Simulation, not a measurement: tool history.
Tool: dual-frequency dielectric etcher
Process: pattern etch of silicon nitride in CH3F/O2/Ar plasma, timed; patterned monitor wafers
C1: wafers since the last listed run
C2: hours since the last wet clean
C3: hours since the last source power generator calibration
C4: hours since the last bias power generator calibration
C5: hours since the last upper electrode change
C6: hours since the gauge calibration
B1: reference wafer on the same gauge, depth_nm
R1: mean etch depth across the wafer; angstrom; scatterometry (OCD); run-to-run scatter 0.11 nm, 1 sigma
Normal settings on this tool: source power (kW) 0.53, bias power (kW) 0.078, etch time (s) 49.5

run 1 hour=0 | source_power_(kW)=0.53 bias_power_(kW)=0.078 etch_time_(s)=49.5 | C1=0 C2=435.1 C3=1295.6 C4=2752.6 C5=2174.7 C6=191.5 | B1=44.49 | R1=358.6
-- hour=6.9 gauge calibrated
run 2 hour=14.1 | source_power_(kW)=0.53 bias_power_(kW)=0.078 etch_time_(s)=49.5 | C1=177 C2=449.2 C3=1309.7 C4=2766.7 C5=2188.8 C6=7.2 | B1=44.48 | R1=359.5
run 3 hour=23.8 | source_power_(kW)=0.53 bias_power_(kW)=0.078 etch_time_(s)=49.5 | C1=121 C2=458.9 C3=1319.4 C4=2776.4 C5=2198.5 C6=16.9 | B1=44.51 | R1=358.1
run 4 hour=35.8 | source_power_(kW)=0.53 bias_power_(kW)=0.078 etch_time_(s)=49.5 | C1=150 C2=470.9 C3=1331.4 C4=2788.4 C5=2210.5 C6=28.9 | B1=44.48 | R1=358.2
run 5 hour=49.5 | source_power_(kW)=0.53 bias_power_(kW)=0.078 etch_time_(s)=49.5 | C1=172 C2=484.6 C3=1345.1 C4=2802.1 C5=2224.2 C6=42.6 | B1=44.52 | R1=356.2
run 6 hour=63.7 | source_power_(kW)=0.53 bias_power_(kW)=0.078 etch_time_(s)=49.5 | C1=178 C2=498.8 C3=1359.3 C4=2816.3 C5=2238.4 C6=56.8 | B1=44.51 | R1=355.2
-- hour=89.8 wet clean of the chamber
run 7 hour=90.3 | source_power_(kW)=0.53 bias_power_(kW)=0.078 etch_time_(s)=49.5 | C1=32 C2=0.5 C3=1385.9 C4=2842.9 C5=2265 C6=83.4 | B1=44.5 | R1=375.4
run 8 hour=90.6 | source_power_(kW)=0.53 bias_power_(kW)=0.078 etch_time_(s)=49.5 | C1=3 C2=0.8 C3=1386.2 C4=2843.2 C5=2265.3 C6=83.7 | B1=44.53 | R1=372.9
run 9 hour=90.9 | source_power_(kW)=0.53 bias_power_(kW)=0.078 etch_time_(s)=49.5 | C1=3 C2=1.1 C3=1386.5 C4=2843.5 C5=2265.6 C6=84 | B1=44.51 | R1=372.9
run 10 hour=97.4 | source_power_(kW)=0.53 bias_power_(kW)=0.078 etch_time_(s)=49.5 | C1=81 C2=7.6 C3=1393 C4=2850 C5=2272.1 C6=90.5 | B1=44.47 | R1=375.4
run 11 hour=108.9 | source_power_(kW)=0.53 bias_power_(kW)=0.078 etch_time_(s)=43.5 | C1=144 C2=19.1 C3=1404.5 C4=2861.5 C5=2283.6 C6=102 | B1=44.53 | R1=327.7
run 12 hour=125.9 | source_power_(kW)=0.53 bias_power_(kW)=0.078 etch_time_(s)=43.5 | C1=213 C2=36.1 C3=1421.5 C4=2878.5 C5=2300.6 C6=119 | B1=44.51 | R1=327.1
run 13 hour=135 | source_power_(kW)=0.53 bias_power_(kW)=0.078 etch_time_(s)=49.5 | C1=114 C2=45.2 C3=1430.6 C4=2887.6 C5=2309.7 C6=128.1 | B1=44.46 | R1=372.6
-- hour=164.7 upper electrode replaced
run 14 hour=165.2 | source_power_(kW)=0.53 bias_power_(kW)=0.078 etch_time_(s)=49.5 | C1=77 C2=75.4 C3=1460.8 C4=2917.8 C5=0.5 C6=158.3 | B1=44.49 | R1=371.7
run 15 hour=165.5 | source_power_(kW)=0.43 bias_power_(kW)=0.078 etch_time_(s)=49.5 | C1=3 C2=75.7 C3=1461.1 C4=2918.1 C5=0.8 C6=158.6 | B1=44.56 | R1=341.3
run 16 hour=165.8 | source_power_(kW)=0.64 bias_power_(kW)=0.095 etch_time_(s)=44.5 | C1=3 C2=76 C3=1461.4 C4=2918.4 C5=1.1 C6=158.9 | B1=44.54 | R1=381.9
run 17 hour=180.3 | source_power_(kW)=0.53 bias_power_(kW)=0.069 etch_time_(s)=49.5 | C1=182 C2=90.5 C3=1475.9 C4=2932.9 C5=15.6 C6=173.4 | B1=44.51 | R1=358.5
-- hour=188.7 bias power generator calibrated
run 18 hour=192.5 | source_power_(kW)=0.45 bias_power_(kW)=0.078 etch_time_(s)=61.5 | C1=102 C2=102.7 C3=1488.1 C4=3.8 C5=27.8 C6=185.6 | B1=44.47 | R1=432.2

Forecast run 19:
-- hour=194.5 gauge calibrated
run 19 hour=201.1 | source_power_(kW)=0.45 bias_power_(kW)=0.085 etch_time_(s)=49.5 | C1=108 C2=111.3 C3=1496.7 C4=12.4 C5=36.4 C6=6.6 | B1=? | R1=?

B1: 44.54
R1: 356.1 angstrom
If the tool had no hidden condition, the same run with the same run-to-run variation would have returned R1 358.3 angstrom.
